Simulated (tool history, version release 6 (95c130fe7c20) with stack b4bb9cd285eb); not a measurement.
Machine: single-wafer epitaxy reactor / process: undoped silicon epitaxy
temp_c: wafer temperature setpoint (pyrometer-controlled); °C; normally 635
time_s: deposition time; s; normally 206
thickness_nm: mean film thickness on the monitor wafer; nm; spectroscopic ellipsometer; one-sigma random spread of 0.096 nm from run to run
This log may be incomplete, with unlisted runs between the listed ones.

run,hour,temp_c,time_s,"read-back reference wafer on the same gauge, thickness_nm",thickness_nm
1,0.0,635,198,22.400,22.913
2,63.9,635,198,22.404,23.014
3,122.1,635,198,22.399,23.154
4,220.0,625,206,22.399,18.987
5,271.1,625,206,22.392,19.064
6,344.8,624,206,22.389,18.684
7,452.6,635,206,22.395,23.693
8,558.2,635,206,22.421,23.764
9,649.8,635,196,22.396,22.372
10,703.2,635,196,22.414,22.607
11,796.0,635,206,22.387,23.532
# hour 802.8: gauge calibrated
12,887.1,635,206,22.403,23.532
13,927.4,635,206,22.400,23.399
14,1000.3,635,206,22.414,23.420
15,1045.9,635,206,22.421,23.188
16,1125.6,635,206,22.401,23.102
# hour 1196.1: pyrometer calibrated
17,1196.6,635,206,22.388,23.799
18,1238.1,623,183,22.375,16.337
19,1296.4,649,219,22.396,34.367
20,1390.5,635,206,22.421,23.846
21,1453.5,635,206,22.385,23.717
22,1519.7,643,171,22.399,23.748
23,1601.5,629,193,22.379,19.519
24,1669.7,635,206,22.400,23.837
25,1711.2,635,206,22.399,23.601
26,1802.6,622,230,22.414,19.923
27,1894.3,635,206,22.406,23.838
28,1996.6,649,190,22.405,29.752
29,2312.1,635,244,22.413,27.882
30,2404.6,629,174,22.397,17.239
31,2468.7,627,239,22.390,22.661
32,2511.3,635,235,22.406,26.826

5 ways to go on from here, each from the tool as it stands after run 32. What would each give?
A,2511.8,620,206,?,?
B,2511.8,621,191,?,?
C,2511.8,621,206,?,?
D,2511.8,628,243,?,?
E,2511.8,644,206,?,?

run,"read-back reference wafer on the same gauge, thickness_nm",thickness_nm
A,22.397,16.708
B,22.397,15.848
C,22.397,17.093
D,22.397,23.612
E,22.397,28.466
With no hidden state in the tool, these same runs would have given:
run,thickness_nm
A,17.109
B,16.227
C,17.502
D,24.169
E,29.114

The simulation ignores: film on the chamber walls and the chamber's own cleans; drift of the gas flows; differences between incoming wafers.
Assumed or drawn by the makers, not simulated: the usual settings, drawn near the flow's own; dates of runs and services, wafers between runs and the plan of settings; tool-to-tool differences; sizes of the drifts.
